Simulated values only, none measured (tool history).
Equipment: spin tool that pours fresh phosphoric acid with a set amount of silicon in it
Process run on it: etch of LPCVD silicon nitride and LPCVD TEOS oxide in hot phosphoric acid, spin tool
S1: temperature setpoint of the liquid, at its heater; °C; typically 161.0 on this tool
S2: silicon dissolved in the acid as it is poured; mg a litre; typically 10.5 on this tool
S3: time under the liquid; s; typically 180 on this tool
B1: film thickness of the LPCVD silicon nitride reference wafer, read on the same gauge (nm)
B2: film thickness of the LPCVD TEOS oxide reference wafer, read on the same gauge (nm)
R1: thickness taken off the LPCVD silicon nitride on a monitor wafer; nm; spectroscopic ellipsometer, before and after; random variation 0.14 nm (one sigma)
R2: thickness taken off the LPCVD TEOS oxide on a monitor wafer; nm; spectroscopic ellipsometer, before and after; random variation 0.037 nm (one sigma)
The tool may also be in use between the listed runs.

{"run": 1, "day": 0.0, "S1": 161.0, "S2": 10.5, "S3": 180, "B1": 80.03, "B2": 40.002, "R1": 16.83, "R2": 0.702}
{"run": 2, "day": 2.929, "S1": 161.0, "S2": 10.5, "S3": 180, "B1": 80.0, "B2": 39.986, "R1": 17.03, "R2": 0.698}
{"run": 3, "day": 5.762, "S1": 161.0, "S2": 10.5, "S3": 265, "B1": 79.98, "B2": 39.986, "R1": 24.85, "R2": 0.922}
{"run": 4, "day": 7.821, "S1": 161.0, "S2": 18.0, "S3": 180, "B1": 80.03, "B2": 39.98, "R1": 16.83, "R2": 0.557}
{"run": 5, "day": 9.708, "S1": 159.0, "S2": 15.0, "S3": 240, "B1": 79.98, "B2": 39.94, "R1": 20.92, "R2": 0.776}
{"run": 6, "day": 11.771, "S1": 163.0, "S2": 19.0, "S3": 215, "B1": 80.0, "B2": 39.964, "R1": 21.23, "R2": 0.765}
{"run": 7, "day": 13.9, "S1": 161.0, "S2": 10.5, "S3": 180, "B1": 80.03, "B2": 39.989, "R1": 16.54, "R2": 0.687}
{"day": 15.258, "done": "thermometer replaced"}
{"run": 8, "day": 15.433, "S1": 161.0, "S2": 10.5, "S3": 180, "B1": 80.03, "B2": 39.965, "R1": 16.53, "R2": 0.663}
{"run": 9, "day": 17.888, "S1": 164.0, "S2": 16.5, "S3": 285, "B1": 80.0, "B2": 40.023, "R1": 29.29, "R2": 1.141}
{"run": 10, "day": 19.771, "S1": 158.5, "S2": 10.5, "S3": 180, "B1": 79.99, "B2": 40.056, "R1": 15.47, "R2": 0.566}
{"run": 11, "day": 22.504, "S1": 161.0, "S2": 10.5, "S3": 180, "B1": 80.01, "B2": 40.016, "R1": 16.48, "R2": 0.637}
{"run": 12, "day": 28.879, "S1": 160.0, "S2": 14.5, "S3": 265, "B1": 80.02, "B2": 40.03, "R1": 23.42, "R2": 0.782}
{"run": 13, "day": 31.446, "S1": 161.0, "S2": 8.5, "S3": 210, "B1": 80.0, "B2": 40.043, "R1": 19.12, "R2": 0.765}
{"run": 14, "day": 32.767, "S1": 158.0, "S2": 15.0, "S3": 180, "B1": 79.96, "B2": 40.009, "R1": 14.76, "R2": 0.471}
{"run": 15, "day": 39.029, "S1": 161.0, "S2": 15.0, "S3": 240, "B1": 79.97, "B2": 39.989, "R1": 22.25, "R2": 0.686}
{"run": 16, "day": 41.425, "S1": 160.0, "S2": 17.0, "S3": 150, "B1": 80.02, "B2": 40.006, "R1": 12.99, "R2": 0.379}
{"run": 17, "day": 43.692, "S1": 162.0, "S2": 18.5, "S3": 105, "B1": 79.99, "B2": 40.014, "R1": 9.83, "R2": 0.334}
{"run": 18, "day": 45.538, "S1": 163.5, "S2": 6.0, "S3": 125, "B1": 80.0, "B2": 40.017, "R1": 12.29, "R2": 0.549}
{"run": 19, "day": 47.088, "S1": 164.0, "S2": 3.5, "S3": 180, "B1": 80.01, "B2": 40.038, "R1": 17.99, "R2": 0.917}
{"run": 20, "day": 49.067, "S1": 161.0, "S2": 7.0, "S3": 180, "B1": 80.05, "B2": 39.999, "R1": 16.25, "R2": 0.682}
{"run": 21, "day": 51.25, "S1": 162.5, "S2": 16.5, "S3": 110, "B1": 80.02, "B2": 39.989, "R1": 10.43, "R2": 0.352}
{"run": 22, "day": 52.504, "S1": 161.0, "S2": 10.5, "S3": 115, "B1": 79.97, "B2": 39.98, "R1": 10.2, "R2": 0.366}
{"run": 23, "day": 53.638, "S1": 158.5, "S2": 16.5, "S3": 245, "B1": 80.0, "B2": 40.009, "R1": 19.83, "R2": 0.584}

Consider 3 possible next runs. They are alternatives, not a sequence: every one starts from the tool as it was left by run 23. What does each give?
{"run": "A", "day": 53.658, "S1": 161.0, "S2": 10.5, "S3": 180, "B1": "?", "B2": "?", "R1": "?", "R2": "?"}
{"run": "B", "day": 53.658, "S1": 158.5, "S2": 10.5, "S3": 115, "B1": "?", "B2": "?", "R1": "?", "R2": "?"}
{"run": "C", "day": 53.658, "S1": 158.5, "S2": 15.5, "S3": 125, "B1": "?", "B2": "?", "R1": "?", "R2": "?"}

run=A B1=80.00 B2=39.984 R1=15.84 R2=0.607
run=B B1=80.00 B2=39.984 R1=9.30 R2=0.322
run=C B1=80.00 B2=39.984 R1=10.11 R2=0.310
With the hidden condition removed and each run's random variation left untouched, the same runs would have given:
run=A R1=16.79 R2=0.690
run=B R1=9.86 R2=0.366
run=C R1=10.72 R2=0.353
